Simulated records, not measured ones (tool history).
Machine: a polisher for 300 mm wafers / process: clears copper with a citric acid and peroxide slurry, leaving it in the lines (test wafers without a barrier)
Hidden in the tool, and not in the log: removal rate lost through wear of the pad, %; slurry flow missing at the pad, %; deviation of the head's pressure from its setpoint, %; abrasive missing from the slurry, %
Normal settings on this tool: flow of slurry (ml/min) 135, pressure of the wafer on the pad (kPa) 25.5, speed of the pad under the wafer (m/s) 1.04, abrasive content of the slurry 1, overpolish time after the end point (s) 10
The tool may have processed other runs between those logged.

run,hour,flow of slurry (ml/min),pressure of the wafer on the pad (kPa),speed of the pad under the wafer (m/s),abrasive content of the slurry,overpolish time after the end point (s),wafers since the last listed run,wafers polished on this pad,hours since the slurry nozzle was cleaned,hours since the head pressure was calibrated,hours since the slurry blender was calibrated,"incoming thickness of the incoming film, nm",time until the end point was called (s),dishing of a wide line in a test structure (nm)
1,0,135,25.5,1.04,1,10,0,2258,356.2,428.6,391.3,245.1,102.4,17.8
# hour 7.5: slurry nozzle cleaned
# hour 13.3: slurry blender recalibrated
2,93.8,135,25.5,1.04,1,10,928,3186,86.3,522.4,80.5,253,100.8,18.4
# hour 108.3: worn pad replaced by a new one
3,128.7,135,25.5,1.04,1,10,315,208,121.2,557.3,115.4,250.3,101.4,18.6
4,190.8,135,20,1.04,1,10,634,842,183.3,619.4,177.5,247.8,126,15.3
5,255.2,135,20,1.04,1,10,658,1501,247.7,683.8,241.9,252.7,131.8,14.5
6,321.3,135,25.5,1.04,1,10,675,2177,313.8,749.9,308,246.9,103.4,18.5
# hour 331.7: slurry blender recalibrated
# hour 384.4: worn pad replaced by a new one
7,385.5,135,25.5,1.04,1,10,594,11,378,814.1,53.8,252.6,102.5,19.3
# hour 421.2: slurry nozzle cleaned
8,432,135,25.5,1.04,1,10,465,476,10.8,860.6,100.3,251.8,102.9,19.1
9,484.5,135,25.5,1.04,1,10,536,1013,63.3,913.1,152.8,248.7,103.9,18.9
10,529.8,135,25.5,1.04,1,10,463,1476,108.6,958.4,198.1,246.8,103.6,18.7
# hour 549.6: head pressure recalibrated
11,590.4,135,25.5,1.04,1,10,599,2075,169.2,40.8,258.7,250,107.2,18
12,629,135,25.5,1.04,1,12,394,2469,207.8,79.4,297.3,251,106.2,21.7
13,666.8,135,25.5,1.04,1,10,386,2856,245.6,117.2,335.1,250.3,106.9,18.4
# hour 705: worn pad replaced by a new one
14,707.6,135,25.5,0.9,0.85,15,376,26,286.4,158,375.9,250.1,125.6,21.7

What does the tool deliver on the next run?
# hour 720.3: slurry blender recalibrated
15,750.1,165,25.5,1.04,0.7,4,414,440,328.9,200.5,29.8,253.2,?,?

Run 15 measured time until the end point was called (s) 104.1, dishing of a wide line in a test structure (nm) 8.
With no hidden state in the tool, this same run would have given time until the end point was called (s) 101.7, dishing of a wide line in a test structure (nm) 8.2.
